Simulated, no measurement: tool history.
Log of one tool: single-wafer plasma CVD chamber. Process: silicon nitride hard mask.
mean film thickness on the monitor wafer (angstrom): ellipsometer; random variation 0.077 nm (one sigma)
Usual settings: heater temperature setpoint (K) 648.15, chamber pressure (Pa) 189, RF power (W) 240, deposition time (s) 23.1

run,day,heater temperature setpoint (K),chamber pressure (Pa),RF power (W),deposition time (s),wafers since the last listed run,hours since the last thermocouple change,hours since the last RF generator calibration,hours since the last manometer calibration,hours since the showerhead was replaced,hours since the gauge calibration,"read-back reference wafer on the same gauge, thickness_nm",mean film thickness on the monitor wafer (angstrom)
1,0,648.15,168,240,23.1,0,2173.2,595.3,1964.8,5484.8,1417.3,26.878,226.49
2,4.342,648.15,168,240,23.1,4868,2277.4,699.5,2069,5589,1521.5,26.887,226.95
3,7.892,648.15,189,240,23.1,3980,2362.6,784.7,2154.2,5674.2,1606.7,26.912,238.78
4,11.033,648.15,189,240,20.1,3522,2438,860.1,2229.6,5749.6,1682.1,26.917,206.34
5,13.646,648.15,189,240,20.1,2929,2500.7,922.8,2292.3,5812.3,1744.8,26.913,206.96
# day 16.775: showerhead replaced
6,17.725,648.15,189,240,23.1,4200,2598.6,1020.7,2390.2,22.8,1842.7,26.901,238.94
7,19.65,648.15,189,240,23.1,2158,2644.8,1066.9,2436.4,69,1888.9,26.889,238.11
# day 26.767: thermocouple changed; heater temperature recalibrated
# day 27.304: capacitance manometer re-zeroed and calibrated
8,27.325,636.15,189,240,23.1,7858,13.4,1251.1,0.5,253.2,2073.1,26.904,232.78
9,31.783,648.15,168,240,23.1,4999,120.4,1358.1,107.5,360.2,2180.1,26.888,221.06
10,35.571,648.15,217,215,26.7,4246,211.3,1449,198.4,451.1,2271,26.897,251.73
11,38.975,648.15,164,220,21.3,3817,293,1530.7,280.1,532.8,2352.7,26.893,185.6
12,42.854,648.15,171,215,25.9,4349,386.1,1623.8,373.2,625.9,2445.8,26.906,224.14
13,45.838,663.15,207,240,24.5,3345,457.7,1695.4,444.8,697.5,2517.4,26.882,249.72
14,50.05,635.15,189,240,23.1,4723,558.8,1796.5,545.9,798.6,2618.5,26.912,232.02
15,53.808,648.15,189,240,23.1,4214,649,1886.7,636.1,888.8,2708.7,26.902,230.64
16,57.05,648.15,189,240,23.1,3634,726.8,1964.5,713.9,966.6,2786.5,26.911,231.07
# day 61.346: RF generator calibrated
17,61.367,648.15,189,240,23.1,4466,830.4,0.5,817.5,1070.2,2890.1,26.915,233.3
18,63.029,634.15,167,240,23.1,1864,870.3,40.4,857.4,1110.1,2930,26.916,225.29
# day 63.6: gauge calibrated
19,67.412,648.15,189,240,23.1,4915,975.5,145.6,962.6,1215.3,91.5,26.889,233.49
20,71.383,648.15,176,240,19.8,4452,1070.8,240.9,1057.9,1310.6,186.8,26.915,194.55
21,73.833,648.15,189,240,23.1,2747,1129.6,299.7,1116.7,1369.4,245.6,26.896,235.93
22,75.871,648.15,207,265,25.7,2284,1178.5,348.6,1165.6,1418.3,294.5,26.905,291.99
23,78.921,648.15,216,215,23.1,3420,1251.7,421.8,1238.8,1491.5,367.7,26.903,220.95
24,81.35,636.15,227,200,26.4,2723,1310,480.1,1297.1,1549.8,426,26.891,239
25,84.821,641.15,189,240,23.1,3891,1393.3,563.4,1380.4,1633.1,509.3,26.885,235.01
26,89.146,648.15,189,275,23.1,4849,1497.1,667.2,1484.2,1736.9,613.1,26.888,263.38
27,92.533,648.15,189,240,23.1,3798,1578.4,748.5,1565.5,1818.2,694.4,26.906,234.43

Hidden state at the last listed run before each entry between runs and at the first one after, where it differs:
Between runs 5 and 6: showerhead replaced (day 16.775)
  delivered RF power above the setpoint (%): -1 -> -1.08; true pressure above the setpoint (%): 6.73 -> 7.32
  measured less the result without the state, mean film thickness on the monitor wafer (angstrom): +2.77 -> +3.48
Between runs 7 and 8: thermocouple changed; heater temperature recalibrated (day 26.767); capacitance manometer re-zeroed and calibrated (day 27.304)
  delivered RF power above the setpoint (%): -1.11 -> -1.26; true pressure above the setpoint (%): 7.61 -> -1.34
  measured less the result without the state, mean film thickness on the monitor wafer (angstrom): +3.6 -> -3.75
Between runs 16 and 17: RF generator calibrated (day 61.346)
  delivered RF power above the setpoint (%): -1.82 -> -0.158; true pressure above the setpoint (%): -0.679 -> -0.474
  measured less the result without the state, mean film thickness on the monitor wafer (angstrom): -4.38 -> -0.71
Between runs 18 and 19: gauge calibrated (day 63.6)
  delivered RF power above the setpoint (%): -0.19 -> -0.273; true pressure above the setpoint (%): -0.388 -> -0.141
  measured less the result without the state, mean film thickness on the monitor wafer (angstrom): -0.7 -> -0.69
